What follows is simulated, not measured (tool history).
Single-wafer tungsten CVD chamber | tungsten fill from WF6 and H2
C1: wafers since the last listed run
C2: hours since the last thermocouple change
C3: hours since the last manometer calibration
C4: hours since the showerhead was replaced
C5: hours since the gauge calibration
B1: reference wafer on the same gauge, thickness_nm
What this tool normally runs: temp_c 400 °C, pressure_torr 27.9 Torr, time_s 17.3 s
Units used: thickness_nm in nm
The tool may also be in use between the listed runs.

{"run": 1, "hour": 0.0, "temp_c": 400, "pressure_torr": 32.4, "time_s": 18.3, "C1": 0, "C2": 1726.9, "C3": 1925.7, "C4": 5165.8, "C5": 109.4, "B1": 51.81, "thickness_nm": 54.327}
{"run": 2, "hour": 10.0, "temp_c": 400, "pressure_torr": 32.4, "time_s": 18.3, "C1": 347, "C2": 1736.9, "C3": 1935.7, "C4": 5175.8, "C5": 119.4, "B1": 51.806, "thickness_nm": 54.34}
{"run": 3, "hour": 20.5, "temp_c": 400, "pressure_torr": 32.4, "time_s": 18.3, "C1": 364, "C2": 1747.4, "C3": 1946.2, "C4": 5186.3, "C5": 129.9, "B1": 51.807, "thickness_nm": 54.224}
{"run": 4, "hour": 32.2, "temp_c": 400, "pressure_torr": 27.9, "time_s": 17.3, "C1": 406, "C2": 1759.1, "C3": 1957.9, "C4": 5198, "C5": 141.6, "B1": 51.799, "thickness_nm": 46.384}
{"run": 5, "hour": 44.0, "temp_c": 400, "pressure_torr": 27.9, "time_s": 17.3, "C1": 409, "C2": 1770.9, "C3": 1969.7, "C4": 5209.8, "C5": 153.4, "B1": 51.796, "thickness_nm": 46.423}
{"run": 6, "hour": 60.6, "temp_c": 400, "pressure_torr": 27.9, "time_s": 17.3, "C1": 576, "C2": 1787.5, "C3": 1986.3, "C4": 5226.4, "C5": 170, "B1": 51.778, "thickness_nm": 46.451}
{"run": 7, "hour": 75.8, "temp_c": 400, "pressure_torr": 27.9, "time_s": 17.3, "C1": 527, "C2": 1802.7, "C3": 2001.5, "C4": 5241.6, "C5": 185.2, "B1": 51.809, "thickness_nm": 46.497}
{"run": 8, "hour": 89.0, "temp_c": 406, "pressure_torr": 27.9, "time_s": 17.3, "C1": 458, "C2": 1815.9, "C3": 2014.7, "C4": 5254.8, "C5": 198.4, "B1": 51.8, "thickness_nm": 50.965}
{"hour": 91.4, "done": "gauge calibrated"}
{"run": 9, "hour": 99.5, "temp_c": 406, "pressure_torr": 27.9, "time_s": 17.3, "C1": 364, "C2": 1826.4, "C3": 2025.2, "C4": 5265.3, "C5": 8.1, "B1": 51.778, "thickness_nm": 50.968}
{"hour": 119.8, "done": "showerhead replaced"}
{"hour": 124.4, "done": "thermocouple changed; heater temperature recalibrated"}
{"run": 10, "hour": 124.9, "temp_c": 406, "pressure_torr": 27.9, "time_s": 17.3, "C1": 444, "C2": 0.5, "C3": 2050.6, "C4": 5.1, "C5": 33.5, "B1": 51.788, "thickness_nm": 50.95}
{"run": 11, "hour": 128.3, "temp_c": 400, "pressure_torr": 27.9, "time_s": 17.3, "C1": 118, "C2": 3.9, "C3": 2054, "C4": 8.5, "C5": 36.9, "B1": 51.778, "thickness_nm": 46.299}
{"run": 12, "hour": 138.5, "temp_c": 400, "pressure_torr": 27.9, "time_s": 17.3, "C1": 354, "C2": 14.1, "C3": 2064.2, "C4": 18.7, "C5": 47.1, "B1": 51.79, "thickness_nm": 46.398}
{"run": 13, "hour": 148.0, "temp_c": 409, "pressure_torr": 27.9, "time_s": 17.3, "C1": 329, "C2": 23.6, "C3": 2073.7, "C4": 28.2, "C5": 56.6, "B1": 51.805, "thickness_nm": 53.445}
{"run": 14, "hour": 155.6, "temp_c": 414, "pressure_torr": 32.2, "time_s": 18.7, "C1": 263, "C2": 31.2, "C3": 2081.3, "C4": 35.8, "C5": 64.2, "B1": 51.833, "thickness_nm": 68.35}
{"run": 15, "hour": 162.3, "temp_c": 411, "pressure_torr": 27.9, "time_s": 20.1, "C1": 232, "C2": 37.9, "C3": 2088, "C4": 42.5, "C5": 70.9, "B1": 51.806, "thickness_nm": 64.221}
{"run": 16, "hour": 173.6, "temp_c": 400, "pressure_torr": 27.9, "time_s": 17.3, "C1": 392, "C2": 49.2, "C3": 2099.3, "C4": 53.8, "C5": 82.2, "B1": 51.798, "thickness_nm": 46.604}
{"run": 17, "hour": 186.5, "temp_c": 387, "pressure_torr": 27.9, "time_s": 17.3, "C1": 447, "C2": 62.1, "C3": 2112.2, "C4": 66.7, "C5": 95.1, "B1": 51.802, "thickness_nm": 37.404}
{"run": 18, "hour": 193.4, "temp_c": 386, "pressure_torr": 27.9, "time_s": 20.4, "C1": 239, "C2": 69, "C3": 2119.1, "C4": 73.6, "C5": 102, "B1": 51.794, "thickness_nm": 43.348}
{"hour": 204.4, "done": "capacitance manometer re-zeroed and calibrated"}
{"run": 19, "hour": 204.9, "temp_c": 388, "pressure_torr": 34.8, "time_s": 18.6, "C1": 121, "C2": 80.5, "C3": 0.5, "C4": 85.1, "C5": 113.5, "B1": 51.817, "thickness_nm": 47.217}
{"run": 20, "hour": 220.0, "temp_c": 392, "pressure_torr": 29.9, "time_s": 17.3, "C1": 524, "C2": 95.6, "C3": 15.6, "C4": 100.2, "C5": 128.6, "B1": 51.78, "thickness_nm": 42.445}
{"run": 21, "hour": 235.8, "temp_c": 406, "pressure_torr": 34.7, "time_s": 16.3, "C1": 548, "C2": 111.4, "C3": 31.4, "C4": 116, "C5": 144.4, "B1": 51.786, "thickness_nm": 55.176}
{"run": 22, "hour": 247.5, "temp_c": 400, "pressure_torr": 32.6, "time_s": 14.9, "C1": 406, "C2": 123.1, "C3": 43.1, "C4": 127.7, "C5": 156.1, "B1": 51.815, "thickness_nm": 44.345}
{"run": 23, "hour": 259.7, "temp_c": 388, "pressure_torr": 27.9, "time_s": 18.2, "C1": 423, "C2": 135.3, "C3": 55.3, "C4": 139.9, "C5": 168.3, "B1": 51.802, "thickness_nm": 40.069}
{"run": 24, "hour": 267.5, "temp_c": 391, "pressure_torr": 26.1, "time_s": 15.2, "C1": 270, "C2": 143.1, "C3": 63.1, "C4": 147.7, "C5": 176.1, "B1": 51.808, "thickness_nm": 33.537}
{"run": 25, "hour": 284.1, "temp_c": 400, "pressure_torr": 27.9, "time_s": 17.3, "C1": 576, "C2": 159.7, "C3": 79.7, "C4": 164.3, "C5": 192.7, "B1": 51.799, "thickness_nm": 46.42}

How the hidden state differs across the entries between the runs, from the last listed run before each to the first after it:
Runs 8 to 9: gauge calibrated (hour 91.4)
  nothing in the hidden state changes from one run to the other
Runs 9 to 10: showerhead replaced (hour 119.8); thermocouple changed; heater temperature recalibrated (hour 124.4)
  nothing in the hidden state changes from one run to the other
Runs 18 to 19: capacitance manometer re-zeroed and calibrated (hour 204.4)
  nothing in the hidden state changes from one run to the other
